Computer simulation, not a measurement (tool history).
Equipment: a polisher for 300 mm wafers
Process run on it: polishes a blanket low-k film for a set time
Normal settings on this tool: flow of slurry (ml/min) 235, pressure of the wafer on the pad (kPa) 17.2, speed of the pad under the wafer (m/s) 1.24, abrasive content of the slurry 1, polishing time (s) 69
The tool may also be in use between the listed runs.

run     day  flow of slurry (ml/min)  pressure of the wafer on the pad (kPa)  speed of the pad under the wafer (m/s)  abrasive content of the slurry  polishing time (s)  wafers since the last listed run  wafers polished on this pad  hours since the slurry nozzle was cleaned  hours since the head pressure was calibrated  hours since the slurry blender was calibrated  hours since the conditioning disc was replaced  incoming thickness of the incoming film, nm  film removed (Å)
  1       0                      235                                    17.2                                    1.44                               1                  69                                 0                          297                                      261.9                                        1545.1                                          327.3                                            78.1                                        552.6               404
  2   0.421                      235                                    17.2                                    1.44                               1                  69                               122                          420                                        272                                        1555.2                                          337.4                                            88.2                                          559               405
      1.546  -- head pressure recalibrated
  3   1.679                      235                                    17.2                                    1.44                               1                  69                               341                          762                                      302.2                                           3.2                                          367.6                                           118.4                                        550.7               457
  4   2.238                      235                                    18.6                                    1.24                               1                  69                               162                          924                                      315.6                                          16.6                                            381                                           131.8                                        546.3               440
      2.525  -- slurry blender recalibrated
  5   2.796                      235                                    18.6                                    1.24                               1                  69                               138                         1062                                        329                                            30                                            6.5                                           145.2                                        548.6               435
  6   3.379                      235                                    18.6                                    1.24                               1                  69                               169                         1232                                        343                                            44                                           20.5                                           159.2                                        561.3               438
      4.038  -- worn pad replaced by a new one
      4.292  -- slurry nozzle cleaned
  7   5.388                      235                                    17.2                                    1.24                               1                  69                               523                          380                                       26.3                                          92.2                                           68.7                                           207.4                                        551.5               396
  8   5.783                      235                                    17.2                                    1.24                               1                  69                               115                          495                                       35.8                                         101.7                                           78.2                                           216.9                                        551.4               396
  9   6.471                      235                                    17.2                                    1.54                               1                  77                               200                          695                                       52.3                                         118.2                                           94.7                                           233.4                                        554.2               502
 10   7.154                      285                                    17.2                                    1.06                               1                  62                               198                          894                                       68.7                                         134.6                                          111.1                                           249.8                                        552.3               324
 11    7.85                      235                                    17.2                                    1.24                               1                  69                               202                         1096                                       85.4                                         151.3                                          127.8                                           266.5                                        545.3               390
 12   8.454                      235                                    17.2                                    1.24                               1                  60                               175                         1272                                       99.9                                         165.8                                          142.3                                             281                                        549.3               338
      8.854  -- worn pad replaced by a new one
 13   8.875                      235                                    13.8                                    1.58                            1.15                  89                                73                            6                                        110                                         175.9                                          152.4                                           291.1                                        549.4               492
 14   9.033                      235                                    17.2                                    1.24                               1                  69                                46                           52                                      113.8                                         179.7                                          156.2                                           294.9                                          561               382
 15   9.554                      235                                    17.2                                    1.24                               1                  69                               151                          204                                      126.3                                         192.2                                          168.7                                           307.4                                        543.4               380
      9.679  -- conditioning disc replaced and pad reconditioned
 16    9.95                      235                                    17.2                                    1.52                               1                  82                                90                          295                                      135.8                                         201.7                                          178.2                                             6.5                                        553.9               532
 17  10.371                      235                                    17.2                                    1.24                               1                  69                               122                          417                                      145.9                                         211.8                                          188.3                                            16.6                                        543.6               390
 18  10.646                      310                                    19.3                                    1.24                            1.25                  69                                80                          497                                      152.5                                         218.4                                          194.9                                            23.2                                        547.6               483
 19  11.329                      310                                    17.2                                    1.24                               1                  69                               198                          696                                      168.9                                         234.8                                          211.3                                            39.6                                          554               405
 20  11.862                      235                                    17.2                                    1.24                            0.85                  69                               155                          851                                      181.7                                         247.6                                          224.1                                            52.4                                        550.9               367
 21  12.325                      170                                    17.2                                    1.58                               1                  69                               134                          986                                      192.8                                         258.7                                          235.2                                            63.5                                          540               435
 22  12.738                      235                                    17.2                                    1.24                               1                  69                               120                         1106                                      202.7                                         268.6                                          245.1                                            73.4                                        545.8               387
 23  13.392                      235                                    17.2                                    1.24                               1                  69                               190                         1296                                      218.4                                         284.3                                          260.8                                            89.1                                        553.1               390
 24  14.046                      235                                    17.2                                    1.46                               1                  69                               190                         1486                                      234.1                                           300                                          276.5                                           104.8                                        542.3               432
     14.225  -- worn pad replaced by a new one
 25  14.421                      270                                    12.4                                       1                               1                  69                                60                           56                                      243.1                                           309                                          285.5                                           113.8                                          549               258
 26  14.929                      285                                    17.2                                       1                               1                  69                               147                          204                                      255.3                                         321.2                                          297.7                                             126                                        551.2               349
 27  15.354                      235                                    22.1                                    1.24                               1                  69                               123                          328                                      265.5                                         331.4                                          307.9                                           136.2                                        545.3               483

Each row is a separate what-if for the run after 27, all from the same tool condition, not one after another. Results?
  A  15.371                      235                                    17.2                                    1.24                               1                  69                                 4                          333                                      265.9                                         331.8                                          308.3                                           136.6                                        551.6                 ?
  B  15.371                      185                                    17.2                                       1                            1.25                  84                                 4                          333                                      265.9                                         331.8                                          308.3                                           136.6                                        551.6                 ?
  C  15.371                      235                                    17.2                                    1.12                               1                  69                                 4                          333                                      265.9                                         331.8                                          308.3                                           136.6                                        551.6                 ?

run  film removed (Å)
  A               388
  B               431
  C               364
Stripped of hidden state, with their random variation kept, the same runs would have yielded:
run  film removed (Å)
  A               416
  B               462
  C               390

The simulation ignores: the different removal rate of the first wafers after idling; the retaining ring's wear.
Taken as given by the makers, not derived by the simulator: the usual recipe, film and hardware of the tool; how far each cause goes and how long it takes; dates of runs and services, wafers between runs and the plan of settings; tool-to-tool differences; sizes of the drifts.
